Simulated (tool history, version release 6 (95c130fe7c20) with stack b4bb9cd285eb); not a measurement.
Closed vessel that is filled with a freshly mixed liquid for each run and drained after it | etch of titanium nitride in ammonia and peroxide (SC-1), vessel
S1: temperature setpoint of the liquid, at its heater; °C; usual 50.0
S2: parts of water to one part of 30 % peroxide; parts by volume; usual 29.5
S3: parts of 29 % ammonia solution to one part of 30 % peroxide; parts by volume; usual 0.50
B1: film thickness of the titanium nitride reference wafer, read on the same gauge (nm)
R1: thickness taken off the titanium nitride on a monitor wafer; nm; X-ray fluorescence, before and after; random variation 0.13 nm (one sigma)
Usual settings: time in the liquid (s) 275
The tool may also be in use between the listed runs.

Run 1, hour 0.0: usual settings but S2 34.0 parts by volume, S3 0.40 parts by volume; B1 40.02. Result: R1 17.37 nm.
Run 2, hour 64.3: usual settings but S2 34.0 parts by volume, S3 0.40 parts by volume; B1 40.00. Result: R1 17.45 nm.
At hour 110.2: new drum of ammonia solution connected.
Run 3, hour 125.3: usual settings; B1 40.02. Result: R1 19.90 nm.
Run 4, hour 177.8: usual settings; B1 40.03. Result: R1 19.95 nm.
Run 5, hour 240.2: usual settings; B1 40.01. Result: R1 19.84 nm.
Run 6, hour 269.8: usual settings; B1 39.99. Result: R1 20.18 nm.
At hour 310.6: gauge calibrated.
Run 7, hour 326.8: usual settings; B1 40.01. Result: R1 20.10 nm.
Run 8, hour 386.1: usual settings; B1 39.95. Result: R1 20.01 nm.
Run 9, hour 418.0: usual settings; B1 40.02. Result: R1 20.26 nm.
Run 10, hour 488.6: usual settings; B1 40.02. Result: R1 20.45 nm.
Run 11, hour 539.0: usual settings but time in the liquid (s) 155; B1 40.04. Result: R1 11.39 nm.
Run 12, hour 582.6: usual settings but S3 0.65 parts by volume; B1 39.96. Result: R1 21.56 nm.
Run 13, hour 630.6: usual settings; B1 39.98. Result: R1 20.60 nm.
At hour 652.8: ammonia flow meter replaced.
Run 14, hour 658.4: usual settings but S1 42.0 °C, S3 0.30 parts by volume, time in the liquid (s) 425; B1 39.97. Result: R1 16.36 nm.
Run 15, hour 693.2: usual settings; B1 40.03. Result: R1 20.68 nm.
Run 16, hour 745.1: usual settings but S1 53.0 °C, S2 22.5 parts by volume, S3 0.30 parts by volume, time in the liquid (s) 350; B1 40.04. Result: R1 34.49 nm.
Run 17, hour 791.1: usual settings but S2 21.0 parts by volume, time in the liquid (s) 370; B1 39.98. Result: R1 33.86 nm.
At hour 796.7: thermometer replaced.
Run 18, hour 820.6: usual settings but S1 47.5 °C, S3 0.75 parts by volume; B1 39.97. Result: R1 17.14 nm.
Run 19, hour 857.1: usual settings but S1 47.5 °C, S3 0.75 parts by volume; B1 40.00. Result: R1 17.05 nm.
Run 20, hour 893.8: usual settings but S1 57.0 °C, S2 16.5 parts by volume, S3 0.75 parts by volume, time in the liquid (s) 390; B1 40.00. Result: R1 64.46 nm.
At hour 954.6: new drum of ammonia solution connected.
Run 21, hour 1046.6: usual settings but S1 59.0 °C, S2 16.0 parts by volume; B1 40.00. Result: R1 49.30 nm.
Run 22, hour 1085.6: usual settings but S2 18.0 parts by volume, time in the liquid (s) 125; B1 39.98. Result: R1 11.58 nm.
Run 23, hour 1148.7: usual settings but S2 16.5 parts by volume; B1 39.98. Result: R1 26.55 nm.
Run 24, hour 1212.0: usual settings; B1 40.00. Result: R1 19.16 nm.
Run 25, hour 1238.2: usual settings; B1 40.03. Result: R1 19.42 nm.
Run 26, hour 1267.3: usual settings but S1 57.0 °C, S3 0.45 parts by volume, time in the liquid (s) 375; B1 39.99. Result: R1 41.32 nm.

Run 27 comes next. What will it give?
Run 27, hour 1332.9: usual settings; B1 ?. Result: R1 ?.

Run 27 gave B1 40.01, R1 19.20 nm.
Without the tool's hidden state the same run would have given R1 18.52 nm.
